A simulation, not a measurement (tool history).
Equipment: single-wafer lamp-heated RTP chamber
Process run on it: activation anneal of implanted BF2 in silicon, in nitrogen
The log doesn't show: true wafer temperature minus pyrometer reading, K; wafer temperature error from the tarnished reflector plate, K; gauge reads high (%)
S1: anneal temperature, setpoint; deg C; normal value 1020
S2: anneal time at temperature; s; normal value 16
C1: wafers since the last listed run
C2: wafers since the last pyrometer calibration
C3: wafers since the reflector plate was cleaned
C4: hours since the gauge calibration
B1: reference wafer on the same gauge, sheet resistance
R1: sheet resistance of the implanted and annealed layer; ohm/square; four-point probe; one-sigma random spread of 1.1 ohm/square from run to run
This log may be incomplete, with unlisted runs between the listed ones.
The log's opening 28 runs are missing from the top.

run,hour,S1,S2,C1,C2,C3,C4,B1,R1
# hour 1316.7: reflector plate cleaned
29,1317.5,1031,16,707,4166,18,179.8,251.26,185.17
30,1378.1,995,7,1295,5461,1313,240.4,251.08,323.48
31,1402.9,1032,7,530,5991,1843,265.2,251.03,227.75
32,1472.3,1020,25,1483,7474,3326,334.6,251.07,179.65
33,1508.6,1020,16,775,8250,4102,370.9,251.08,205.04
# hour 1536.4: pyrometer window cleaned and pyrometer calibrated
34,1539.5,1020,16,489,66,4591,401.8,251.24,210.54
35,1567.2,1038,23,591,658,5183,429.5,251.06,161.42
36,1622.9,1020,16,1190,1848,6373,485.2,251.22,209.82
# hour 1661.9: reflector plate cleaned
37,1693.4,1047,11,1335,3184,673,555.7,251.02,176.90

Each row is a separate what-if for the run after 37, all from the same tool condition, not one after another. Results?
A,1693.8,1020,7,8,3192,682,556.1,?,?
B,1693.8,1050,16,8,3192,682,556.1,?,?
C,1693.8,992,21,8,3192,682,556.1,?,?

run,B1,R1
A,250.81,261.25
B,250.81,160.43
C,250.81,262.39
What these runs would have given with no unlogged condition in the tool:
run,R1
A,264.60
B,162.09
C,266.56

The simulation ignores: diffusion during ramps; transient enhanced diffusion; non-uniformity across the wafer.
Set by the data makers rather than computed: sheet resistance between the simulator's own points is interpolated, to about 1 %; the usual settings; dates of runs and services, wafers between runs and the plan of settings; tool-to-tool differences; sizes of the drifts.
